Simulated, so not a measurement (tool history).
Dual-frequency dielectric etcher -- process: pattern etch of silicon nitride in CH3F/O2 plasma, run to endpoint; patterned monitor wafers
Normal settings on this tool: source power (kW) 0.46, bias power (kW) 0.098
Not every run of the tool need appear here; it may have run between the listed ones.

| run | hour | source power (kW) | bias power (kW) | incoming incoming film thickness, nm | endpoint time (s) |
|---|---|---|---|---|---|
| 1 | 0 | 0.53 | 0.098 | 97.8 | 96.5 |
| 2 | 14.4 | 0.53 | 0.098 | 98.2 | 96.9 |
| 3 | 46.4 | 0.53 | 0.098 | 96.5 | 95 |
| 4 | 61.1 | 0.46 | 0.098 | 98.5 | 102.3 |
| 5 | 76.3 | 0.46 | 0.098 | 97.6 | 101.1 |
| 6 | 92.1 | 0.46 | 0.098 | 97.5 | 100.7 |
|  | 132 | upper electrode replaced |
| 7 | 132.5 | 0.39 | 0.098 | 97.9 | 107 |
| 8 | 140.7 | 0.46 | 0.098 | 98 | 100.9 |
|  | 165.3 | wet clean of the chamber |
| 9 | 220.7 | 0.46 | 0.098 | 97.8 | 102.3 |
| 10 | 233.4 | 0.34 | 0.091 | 96.7 | 114.9 |
| 11 | 261.9 | 0.37 | 0.119 | 97.4 | 101.5 |
| 12 | 275.5 | 0.43 | 0.098 | 97.7 | 104 |
|  | 302.7 | bias power generator calibrated |
| 13 | 322.6 | 0.46 | 0.098 | 97.4 | 101 |
| 14 | 335.3 | 0.5 | 0.117 | 96.5 | 91.5 |
|  | 349.9 | source power generator calibrated |
| 15 | 361.6 | 0.46 | 0.121 | 98.5 | 94.2 |
| 16 | 391.9 | 0.53 | 0.119 | 97.2 | 89.2 |
| 17 | 414.1 | 0.52 | 0.098 | 97.8 | 97.3 |
| 18 | 438.8 | 0.46 | 0.098 | 97.6 | 100.8 |

Below are 4 alternative next runs, each starting from the tool's condition after run 18. Predict each:
| A | 439.3 | 0.4 | 0.098 | 98 | ? |
| B | 439.3 | 0.56 | 0.082 | 98 | ? |
| C | 439.3 | 0.35 | 0.098 | 98 | ? |
| D | 439.3 | 0.39 | 0.08 | 98 | ? |

| run | endpoint time (s) |
|---|---|
| A | 106.2 |
| B | 100.8 |
| C | 111 |
| D | 115.3 |
Take away the tool's hidden state, keep each run's random variation, and the runs would have read:
| run | endpoint time (s) |
|---|---|
| A | 107.4 |
| B | 101.9 |
| C | 112.2 |
| D | 116.5 |

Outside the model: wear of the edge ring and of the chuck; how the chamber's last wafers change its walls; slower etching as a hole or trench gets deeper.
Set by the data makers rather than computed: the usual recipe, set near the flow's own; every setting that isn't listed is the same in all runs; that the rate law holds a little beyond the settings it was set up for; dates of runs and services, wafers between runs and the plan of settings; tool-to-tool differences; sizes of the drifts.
